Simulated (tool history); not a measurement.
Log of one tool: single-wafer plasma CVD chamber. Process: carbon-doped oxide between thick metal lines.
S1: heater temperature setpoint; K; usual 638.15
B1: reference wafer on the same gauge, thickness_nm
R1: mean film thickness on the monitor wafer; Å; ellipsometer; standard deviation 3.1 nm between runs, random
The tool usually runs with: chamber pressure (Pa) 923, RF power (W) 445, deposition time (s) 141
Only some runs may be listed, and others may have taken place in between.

Run 1, hour 0: usual settings but S1 634.15 K; B1 616.253. Result: R1 5937.71 Å.
Run 2, hour 25.1: usual settings but S1 634.15 K; B1 617.881. Result: R1 5961.93 Å.
Run 3, hour 47.8: usual settings; B1 616.476. Result: R1 5884.07 Å.
Run 4, hour 68.7: usual settings; B1 616.401. Result: R1 5887.77 Å.
Run 5, hour 95.7: usual settings but S1 646.15 K; B1 617.43. Result: R1 5789.64 Å.
Run 6, hour 118.9: usual settings but S1 630.15 K; B1 618.121. Result: R1 5985.73 Å.
Run 7, hour 136: usual settings but S1 630.15 K; B1 617.375. Result: R1 5986.47 Å.
Run 8, hour 167: usual settings but S1 630.15 K; B1 618.026. Result: R1 5932.5 Å.
Run 9, hour 197.7: usual settings; B1 615.678. Result: R1 5889.24 Å.
Run 10, hour 226.5: usual settings but deposition time (s) 130; B1 617.295. Result: R1 5404.44 Å.
At hour 240.1: showerhead replaced.
Run 11, hour 256.9: usual settings but RF power (W) 465; B1 616.742. Result: R1 6185.79 Å.
Run 12, hour 279.6: usual settings but RF power (W) 465; B1 616.949. Result: R1 6112.95 Å.
Run 13, hour 309.9: usual settings but RF power (W) 465; B1 616.982. Result: R1 6115.54 Å.
Run 14, hour 322.6: usual settings but S1 645.15 K, deposition time (s) 130; B1 616.719. Result: R1 5309.53 Å.
Run 15, hour 352.7: usual settings; B1 617.535. Result: R1 5863.95 Å.
At hour 363.1: capacitance manometer re-zeroed and calibrated.
Run 16, hour 367.7: usual settings but chamber pressure (Pa) 1151, RF power (W) 380; B1 617.065. Result: R1 5093.68 Å.
At hour 384.6: RF generator calibrated.
Run 17, hour 385.1: usual settings; B1 616.183. Result: R1 5626.98 Å.
At hour 385.6: gauge calibrated.
Run 18, hour 413.6: usual settings but S1 645.15 K, deposition time (s) 120; B1 616.797. Result: R1 4692.55 Å.
Run 19, hour 427: usual settings but S1 625.15 K, chamber pressure (Pa) 851, RF power (W) 525; B1 617.954. Result: R1 6670.19 Å.
Run 20, hour 455.6: usual settings but S1 630.15 K; B1 618.089. Result: R1 5690.25 Å.
Run 21, hour 477.9: usual settings but S1 628.15 K, chamber pressure (Pa) 693, RF power (W) 510; B1 617.882. Result: R1 6323.62 Å.
At hour 499.9: thermocouple changed; heater temperature recalibrated.
Run 22, hour 512.7: usual settings but RF power (W) 535; B1 617.871. Result: R1 6568.14 Å.
Run 23, hour 543.5: usual settings; B1 618.19. Result: R1 5602.07 Å.
At hour 565.2: RF generator calibrated, repeated, since the last time left the tool worse.
Run 24, hour 628.4: usual settings; B1 617.251. Result: R1 6198.63 Å.
Run 25, hour 656.3: usual settings but S1 649.15 K, deposition time (s) 152; B1 617.571. Result: R1 6535.74 Å.

Expected results for the next run?
Run 26, hour 676: usual settings; B1 ?. Result: R1 ?.

B1: 617.65
R1: 6149.77 Å
Had the tool carried no hidden state, the very same run would have given R1 6197.26 Å.

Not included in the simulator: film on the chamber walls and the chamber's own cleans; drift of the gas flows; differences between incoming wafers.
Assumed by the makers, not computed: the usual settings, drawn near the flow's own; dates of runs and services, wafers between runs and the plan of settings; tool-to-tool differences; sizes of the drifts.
